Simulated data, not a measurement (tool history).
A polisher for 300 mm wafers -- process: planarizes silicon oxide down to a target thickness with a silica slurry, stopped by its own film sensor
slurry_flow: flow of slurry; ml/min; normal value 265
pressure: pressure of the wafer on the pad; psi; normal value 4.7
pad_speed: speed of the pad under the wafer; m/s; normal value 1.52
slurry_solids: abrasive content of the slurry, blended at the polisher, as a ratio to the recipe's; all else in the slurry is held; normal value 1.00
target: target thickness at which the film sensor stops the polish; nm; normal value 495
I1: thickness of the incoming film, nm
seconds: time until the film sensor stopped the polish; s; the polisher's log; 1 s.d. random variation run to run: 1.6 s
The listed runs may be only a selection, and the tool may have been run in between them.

Run 1, hour 0.0: usual settings but pressure 5.0 psi; I1 978.1. Result: seconds 87.1 s.
Run 2, hour 17.1: usual settings but target 359 nm; I1 987.8. Result: seconds 120.1 s.
Run 3, hour 31.6: usual settings; I1 984.5. Result: seconds 93.6 s.
Run 4, hour 50.6: usual settings but pressure 4.2 psi; I1 994.3. Result: seconds 104.9 s.
Run 5, hour 71.0: usual settings but pad_speed 1.14 m/s; I1 966.9. Result: seconds 115.1 s.
At hour 95.6: worn pad replaced by a new one.
Run 6, hour 97.7: usual settings but pad_speed 1.14 m/s; I1 987.9. Result: seconds 119.5 s.
At hour 101.8: slurry nozzle cleaned.
Run 7, hour 131.7: usual settings but pad_speed 1.14 m/s; I1 980.0. Result: seconds 119.1 s.
Run 8, hour 157.4: usual settings but slurry_flow 310 ml/min; I1 978.1. Result: seconds 92.6 s.
At hour 191.7: worn pad replaced by a new one.
Run 9, hour 224.2: usual settings but slurry_flow 310 ml/min; I1 970.0. Result: seconds 98.6 s.
Run 10, hour 243.1: usual settings but slurry_flow 310 ml/min; I1 972.2. Result: seconds 97.6 s.
At hour 250.5: head pressure recalibrated.
Run 11, hour 258.6: usual settings; I1 970.7. Result: seconds 100.6 s.
At hour 293.2: worn pad replaced by a new one.
At hour 293.8: slurry blender recalibrated.
At hour 295.8: conditioning disc replaced and pad reconditioned.
Run 12, hour 296.3: usual settings but slurry_flow 190 ml/min, pad_speed 1.76 m/s, slurry_solids 0.75, target 652 nm; I1 988.5. Result: seconds 116.2 s.
Run 13, hour 327.0: usual settings; I1 971.4. Result: seconds 139.8 s.
At hour 339.2: slurry nozzle cleaned.
Run 14, hour 353.9: usual settings but pressure 6.1 psi; I1 989.9. Result: seconds 124.0 s.
At hour 371.7: slurry blender recalibrated, repeated, since the last time left the tool worse.
Run 15, hour 378.9: usual settings but slurry_flow 335 ml/min, pressure 3.4 psi, target 356 nm; I1 989.7. Result: seconds 144.0 s.
At hour 383.1: worn pad replaced by a new one.
Run 16, hour 392.9: usual settings; I1 979.3. Result: seconds 90.0 s.
Run 17, hour 417.9: usual settings but pad_speed 1.90 m/s; I1 983.5. Result: seconds 77.8 s.
Run 18, hour 441.4: usual settings but slurry_flow 175 ml/min, pressure 6.0 psi, pad_speed 1.72 m/s, target 572 nm; I1 985.4. Result: seconds 63.1 s.
Run 19, hour 469.0: usual settings; I1 974.0. Result: seconds 89.3 s.
At hour 496.9: worn pad replaced by a new one.
Run 20, hour 499.6: usual settings but slurry_solids 1.25; I1 977.0. Result: seconds 83.3 s.
Run 21, hour 525.5: usual settings but pressure 3.6 psi; I1 981.7. Result: seconds 108.3 s.

Below are 5 alternative next runs, each starting from the tool's condition after run 21. Predict each:
Run A, hour 525.9: usual settings but target 341 nm; I1 982.5. Result: seconds ?.
Run B, hour 525.9: usual settings but pressure 5.4 psi, target 398 nm; I1 982.5. Result: seconds ?.
Run C, hour 525.9: usual settings but pressure 5.7 psi, pad_speed 1.94 m/s; I1 982.5. Result: seconds ?.
Run D, hour 525.9: usual settings but pressure 3.6 psi, slurry_solids 1.20, target 425 nm; I1 982.5. Result: seconds ?.
Run E, hour 525.9: usual settings but pad_speed 1.30 m/s, slurry_solids 0.90; I1 982.5. Result: seconds ?.

run  seconds
  A    124.1
  B    103.8
  C     68.8
  D    113.0
  E    114.6
What these runs would have given with no unlogged condition in the tool:
run  seconds
  A    119.8
  B    100.2
  C     66.4
  D    109.6
  E    110.3
